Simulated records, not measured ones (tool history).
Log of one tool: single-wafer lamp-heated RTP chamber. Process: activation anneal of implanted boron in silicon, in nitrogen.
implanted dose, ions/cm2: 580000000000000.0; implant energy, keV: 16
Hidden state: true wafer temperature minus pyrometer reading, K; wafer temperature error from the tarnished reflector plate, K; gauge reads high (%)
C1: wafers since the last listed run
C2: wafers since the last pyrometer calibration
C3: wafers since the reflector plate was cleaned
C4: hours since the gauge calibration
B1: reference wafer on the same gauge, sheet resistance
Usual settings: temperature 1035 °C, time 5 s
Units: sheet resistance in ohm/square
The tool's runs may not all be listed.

run 1 hour=0.0 | temperature=1035 time=5 | C1=0 C2=4817 C3=9057 C4=402.5 | B1=152.66 | sheet_resistance=185.62
-- hour=22.8 reflector plate cleaned
run 2 hour=46.7 | temperature=1035 time=5 | C1=788 C2=5605 C3=487 C4=449.2 | B1=152.70 | sheet_resistance=185.59
run 3 hour=77.9 | temperature=1035 time=5 | C1=635 C2=6241 C3=1122 C4=480.4 | B1=152.76 | sheet_resistance=185.33
run 4 hour=118.4 | temperature=1059 time=5 | C1=825 C2=7066 C3=1947 C4=520.9 | B1=152.79 | sheet_resistance=184.40
run 5 hour=178.2 | temperature=1059 time=5 | C1=1218 C2=8284 C3=3166 C4=580.7 | B1=152.99 | sheet_resistance=184.09
run 6 hour=242.3 | temperature=1059 time=5 | C1=1305 C2=9590 C3=4471 C4=644.8 | B1=153.09 | sheet_resistance=184.43
-- hour=251.9 pyrometer window cleaned and pyrometer calibrated
run 7 hour=278.7 | temperature=1035 time=6 | C1=578 C2=545 C3=5050 C4=681.2 | B1=153.11 | sheet_resistance=186.11
run 8 hour=341.9 | temperature=1035 time=6 | C1=1287 C2=1833 C3=6337 C4=744.4 | B1=153.30 | sheet_resistance=186.46
run 9 hour=377.4 | temperature=1053 time=5 | C1=723 C2=2556 C3=7060 C4=779.9 | B1=153.34 | sheet_resistance=184.68
-- hour=451.3 reflector plate cleaned
run 10 hour=451.8 | temperature=1053 time=5 | C1=1352 C2=3908 C3=10 C4=854.3 | B1=153.52 | sheet_resistance=185.25
run 11 hour=519.7 | temperature=1053 time=5 | C1=1383 C2=5292 C3=1393 C4=922.2 | B1=153.60 | sheet_resistance=185.48
run 12 hour=562.6 | temperature=1035 time=5 | C1=873 C2=6165 C3=2267 C4=965.1 | B1=153.71 | sheet_resistance=186.88
run 13 hour=630.8 | temperature=1035 time=4 | C1=1389 C2=7555 C3=3657 C4=1033.3 | B1=153.85 | sheet_resistance=187.10
run 14 hour=667.1 | temperature=1035 time=5 | C1=739 C2=8294 C3=4396 C4=1069.6 | B1=153.93 | sheet_resistance=186.53
-- hour=678.1 pyrometer window cleaned and pyrometer calibrated
run 15 hour=731.8 | temperature=1035 time=5 | C1=1155 C2=1094 C3=5551 C4=1134.3 | B1=153.98 | sheet_resistance=187.02
run 16 hour=802.5 | temperature=1035 time=8 | C1=1440 C2=2534 C3=6991 C4=1205.0 | B1=154.18 | sheet_resistance=186.35
run 17 hour=843.9 | temperature=1010 time=3 | C1=843 C2=3377 C3=7835 C4=1246.4 | B1=154.23 | sheet_resistance=191.68
run 18 hour=895.0 | temperature=1043 time=6 | C1=1040 C2=4418 C3=8876 C4=1297.5 | B1=154.35 | sheet_resistance=186.60
-- hour=934.6 reflector plate cleaned
run 19 hour=935.1 | temperature=1055 time=4 | C1=653 C2=5072 C3=10 C4=1337.6 | B1=154.41 | sheet_resistance=186.13
run 20 hour=981.6 | temperature=1014 time=5 | C1=947 C2=6020 C3=958 C4=1384.1 | B1=154.53 | sheet_resistance=189.86
-- hour=984.4 gauge calibrated
run 21 hour=1035.6 | temperature=1027 time=3 | C1=1100 C2=7120 C3=2058 C4=51.2 | B1=152.45 | sheet_resistance=186.64
run 22 hour=1088.3 | temperature=1035 time=5 | C1=1073 C2=8193 C3=3131 C4=103.9 | B1=152.55 | sheet_resistance=185.38
-- hour=1114.0 pyrometer window cleaned and pyrometer calibrated
run 23 hour=1129.8 | temperature=1035 time=5 | C1=682 C2=321 C3=3814 C4=145.4 | B1=152.66 | sheet_resistance=185.84
run 24 hour=1164.2 | temperature=1035 time=3 | C1=700 C2=1021 C3=4514 C4=179.8 | B1=152.77 | sheet_resistance=186.17
run 25 hour=1205.5 | temperature=1046 time=3 | C1=841 C2=1863 C3=5356 C4=221.1 | B1=152.80 | sheet_resistance=185.29
run 26 hour=1272.8 | temperature=1024 time=3 | C1=1370 C2=3234 C3=6727 C4=288.4 | B1=152.88 | sheet_resistance=187.23
run 27 hour=1302.2 | temperature=1053 time=5 | C1=598 C2=3832 C3=7325 C4=317.8 | B1=153.03 | sheet_resistance=184.80
run 28 hour=1338.3 | temperature=1008 time=3 | C1=735 C2=4568 C3=8061 C4=353.9 | B1=153.00 | sheet_resistance=190.96
run 29 hour=1369.6 | temperature=1050 time=5 | C1=637 C2=5205 C3=8698 C4=385.2 | B1=153.15 | sheet_resistance=184.99
-- hour=1448.5 reflector plate cleaned
run 30 hour=1580.3 | temperature=1027 time=5 | C1=4129 C2=9335 C3=2685 C4=595.9 | B1=153.51 | sheet_resistance=187.21
-- hour=1628.8 pyrometer window cleaned and pyrometer calibrated
run 31 hour=1647.0 | temperature=1025 time=8 | C1=1195 C2=371 C3=3880 C4=662.6 | B1=153.59 | sheet_resistance=187.13
run 32 hour=1685.2 | temperature=1035 time=5 | C1=778 C2=1149 C3=4659 C4=700.8 | B1=153.69 | sheet_resistance=186.32
run 33 hour=1817.7 | temperature=1016 time=7 | C1=2699 C2=3848 C3=7358 C4=833.3 | B1=153.96 | sheet_resistance=188.77
run 34 hour=1913.5 | temperature=1050 time=4 | C1=1951 C2=5799 C3=9309 C4=929.1 | B1=154.07 | sheet_resistance=186.82
run 35 hour=1956.6 | temperature=1057 time=5 | C1=877 C2=6677 C3=10187 C4=972.2 | B1=154.27 | sheet_resistance=185.65
run 36 hour=1981.0 | temperature=1054 time=5 | C1=497 C2=7174 C3=10684 C4=996.6 | B1=154.31 | sheet_resistance=186.19

Some steps in sheet resistance between neighbouring runs. How much of each would the tool show without its hidden state too (settings, what came in, random variation), and how much is left for the hidden state, with any gauge scatter that isn't in both results?
Run 16 -> 17: temperature 1035 -> 1010, time 8 -> 3. sheet resistance +5.33 ohm/square: hidden state +0.17, all else +5.16.
Run 20 -> 21: temperature 1014 -> 1027, time 5 -> 3, gauge calibrated. sheet resistance -3.22 ohm/square: hidden state -2.46, all else -0.76.
Run 27 -> 28: temperature 1053 -> 1008, time 5 -> 3. sheet resistance +6.16 ohm/square: hidden state +0.12, all else +6.04.
Run 28 -> 29: temperature 1008 -> 1050, time 3 -> 5. sheet resistance -5.97 ohm/square: hidden state +0.03, all else -6.00.
Run 29 -> 30: temperature 1050 -> 1027, reflector plate cleaned. sheet resistance +2.22 ohm/square: hidden state +0.50, all else +1.72.
Run 32 -> 33: temperature 1035 -> 1016, time 5 -> 7. sheet resistance +2.45 ohm/square: hidden state +0.34, all else +2.11.
